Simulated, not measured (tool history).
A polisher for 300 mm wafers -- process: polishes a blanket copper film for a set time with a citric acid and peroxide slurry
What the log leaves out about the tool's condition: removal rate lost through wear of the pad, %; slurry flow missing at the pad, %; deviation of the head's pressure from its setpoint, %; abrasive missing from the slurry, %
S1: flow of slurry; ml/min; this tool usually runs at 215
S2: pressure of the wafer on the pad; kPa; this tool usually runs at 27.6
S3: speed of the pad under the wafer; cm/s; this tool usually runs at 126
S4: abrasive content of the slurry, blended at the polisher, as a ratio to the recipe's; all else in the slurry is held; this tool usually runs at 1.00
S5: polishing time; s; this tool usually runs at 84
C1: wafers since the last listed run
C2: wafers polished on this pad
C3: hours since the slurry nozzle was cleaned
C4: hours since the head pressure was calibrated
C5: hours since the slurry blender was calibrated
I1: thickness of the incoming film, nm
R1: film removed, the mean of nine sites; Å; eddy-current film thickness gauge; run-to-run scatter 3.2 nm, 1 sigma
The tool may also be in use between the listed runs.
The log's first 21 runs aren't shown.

| run | hour | S1 | S2 | S3 | S4 | S5 | C1 | C2 | C3 | C4 | C5 | I1 | R1 |
|---|---|---|---|---|---|---|---|---|---|---|---|---|---|
|  | 253.3 | slurry nozzle cleaned |
|  | 269.1 | slurry blender recalibrated |
| 22 | 269.5 | 215 | 27.6 | 126 | 1.00 | 84 | 85 | 171 | 16.2 | 33.4 | 0.4 | 1192.4 | 3334 |
| 23 | 286.9 | 215 | 27.6 | 160 | 1.00 | 73 | 105 | 276 | 33.6 | 50.8 | 17.8 | 1198.7 | 3445 |
| 24 | 300.2 | 145 | 31.7 | 126 | 1.00 | 99 | 80 | 356 | 46.9 | 64.1 | 31.1 | 1180.8 | 4104 |
| 25 | 306.2 | 215 | 19.3 | 126 | 0.70 | 65 | 36 | 392 | 52.9 | 70.1 | 37.1 | 1194.4 | 1965 |
| 26 | 329.3 | 215 | 27.6 | 104 | 1.00 | 66 | 139 | 532 | 76.0 | 93.2 | 60.2 | 1214.4 | 2297 |
| 27 | 337.3 | 215 | 27.6 | 126 | 1.00 | 84 | 48 | 580 | 84.0 | 101.2 | 68.2 | 1207.0 | 3363 |
| 28 | 344.3 | 215 | 27.6 | 126 | 1.00 | 107 | 42 | 622 | 91.0 | 108.2 | 75.2 | 1183.0 | 4277 |
| 29 | 355.9 | 215 | 27.6 | 154 | 1.25 | 84 | 70 | 692 | 102.6 | 119.8 | 86.8 | 1195.0 | 3984 |
|  | 374.2 | worn pad replaced by a new one |
| 30 | 374.7 | 215 | 22.1 | 126 | 0.80 | 92 | 89 | 3 | 121.4 | 138.6 | 105.6 | 1174.5 | 3124 |

Alternative continuations, all from the tool just after run 30; predict every row:
| A | 375.1 | 215 | 27.6 | 126 | 0.85 | 84 | 2 | 5 | 121.8 | 139.0 | 106.0 | 1189.2 | ? |
| B | 375.1 | 170 | 33.8 | 106 | 1.00 | 84 | 2 | 5 | 121.8 | 139.0 | 106.0 | 1189.2 | ? |
| C | 375.1 | 165 | 33.1 | 138 | 1.00 | 103 | 2 | 5 | 121.8 | 139.0 | 106.0 | 1189.2 | ? |
| D | 375.1 | 215 | 32.4 | 142 | 1.00 | 84 | 2 | 5 | 121.8 | 139.0 | 106.0 | 1189.2 | ? |

| run | R1 |
|---|---|
| A | 3257 |
| B | 3277 |
| C | 4749 |
| D | 4030 |
With the hidden condition removed and each run's random variation left untouched, the same runs would have given:
| run | R1 |
|---|---|
| A | 3277 |
| B | 3297 |
| C | 4779 |
| D | 4055 |
